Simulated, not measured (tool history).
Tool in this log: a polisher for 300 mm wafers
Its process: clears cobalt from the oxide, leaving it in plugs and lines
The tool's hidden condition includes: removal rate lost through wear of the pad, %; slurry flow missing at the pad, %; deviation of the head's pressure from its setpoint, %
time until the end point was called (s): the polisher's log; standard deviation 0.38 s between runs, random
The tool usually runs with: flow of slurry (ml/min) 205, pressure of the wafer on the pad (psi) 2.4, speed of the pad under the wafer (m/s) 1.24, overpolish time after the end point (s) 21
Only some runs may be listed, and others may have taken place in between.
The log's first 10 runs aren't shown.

| run | hour | flow of slurry (ml/min) | pressure of the wafer on the pad (psi) | speed of the pad under the wafer (m/s) | overpolish time after the end point (s) | wafers since the last listed run | wafers polished on this pad | hours since the slurry nozzle was cleaned | hours since the head pressure was calibrated | incoming thickness of the incoming film, nm | time until the end point was called (s) |
|---|---|---|---|---|---|---|---|---|---|---|---|
| 11 | 662.1 | 260 | 2.4 | 1.24 | 21 | 473 | 2948 | 624.8 | 234 | 197.3 | 25.7 |
| 12 | 691.6 | 205 | 2.4 | 1.24 | 21 | 289 | 3238 | 654.3 | 263.5 | 201.7 | 27.5 |
| 13 | 735.6 | 205 | 2.4 | 1.24 | 21 | 432 | 3671 | 698.3 | 307.5 | 197 | 27 |
| 14 | 781.1 | 205 | 2.2 | 1.24 | 21 | 447 | 4118 | 743.8 | 353 | 199.3 | 29.5 |
| 15 | 808.5 | 205 | 2.4 | 1.24 | 21 | 269 | 4387 | 771.2 | 380.4 | 197.5 | 27.4 |
|  | 832.4 | worn pad replaced by a new one |
| 16 | 843.3 | 205 | 2.4 | 1.24 | 25 | 302 | 107 | 806 | 415.2 | 198.4 | 25.2 |
| 17 | 875 | 205 | 2 | 1.24 | 21 | 311 | 418 | 837.7 | 446.9 | 199.9 | 30.5 |
| 18 | 908.6 | 205 | 2.2 | 1.24 | 11 | 330 | 748 | 871.3 | 480.5 | 201.2 | 27.2 |
|  | 928.3 | slurry nozzle cleaned |
| 19 | 933.3 | 145 | 2.4 | 1.52 | 33 | 232 | 981 | 5 | 505.2 | 198.2 | 21.5 |
| 20 | 992.7 | 205 | 2.4 | 1.24 | 21 | 583 | 1565 | 64.4 | 564.6 | 200.4 | 25.9 |
| 21 | 1045.9 | 140 | 2.4 | 1.1 | 21 | 522 | 2088 | 117.6 | 617.8 | 200.2 | 30.2 |
| 22 | 1081.2 | 205 | 2.4 | 1.24 | 21 | 346 | 2435 | 152.9 | 653.1 | 196.4 | 25.8 |
| 23 | 1150.3 | 270 | 1.9 | 1.24 | 12 | 678 | 3113 | 222 | 722.2 | 196 | 31.3 |
| 24 | 1337.4 | 260 | 1.7 | 0.9 | 25 | 1838 | 4952 | 409.1 | 909.3 | 196.8 | 52 |
|  | 1378.1 | worn pad replaced by a new one |
| 25 | 1517.7 | 205 | 2.4 | 1.24 | 21 | 1732 | 1371 | 589.4 | 1089.6 | 198.6 | 25.4 |
|  | 1552.1 | head pressure recalibrated |
| 26 | 1557.5 | 205 | 2.4 | 1.4 | 21 | 371 | 1743 | 629.2 | 5.4 | 197.6 | 23.1 |
| 27 | 1585.9 | 255 | 2.4 | 1.64 | 21 | 279 | 2022 | 657.6 | 33.8 | 198.6 | 19.5 |
| 28 | 1618 | 205 | 3.1 | 1.24 | 21 | 315 | 2337 | 689.7 | 65.9 | 199.9 | 20.6 |
| 29 | 1664.5 | 205 | 2.8 | 1.24 | 21 | 456 | 2794 | 736.2 | 112.4 | 198.8 | 22.5 |
| 30 | 1724.7 | 205 | 1.7 | 1.24 | 21 | 591 | 3385 | 796.4 | 172.6 | 198.3 | 39 |
|  | 1755.1 | slurry nozzle cleaned |
| 31 | 1790.1 | 205 | 2.4 | 1.24 | 21 | 632 | 4018 | 35 | 238 | 200.2 | 27.7 |
|  | 1808.9 | worn pad replaced by a new one |
| 32 | 1859.7 | 205 | 2.4 | 1.24 | 21 | 644 | 498 | 104.6 | 307.6 | 197.8 | 24.8 |

Run 33, settings as shown, results not yet in. Your forecast:
| 33 | 1885.6 | 205 | 2.4 | 1.24 | 21 | 254 | 753 | 130.5 | 333.5 | 200.8 | ? |

time until the end point was called (s): 25.4
The same run, on a tool lacking any hidden state, would have yielded time until the end point was called (s) 26.2.
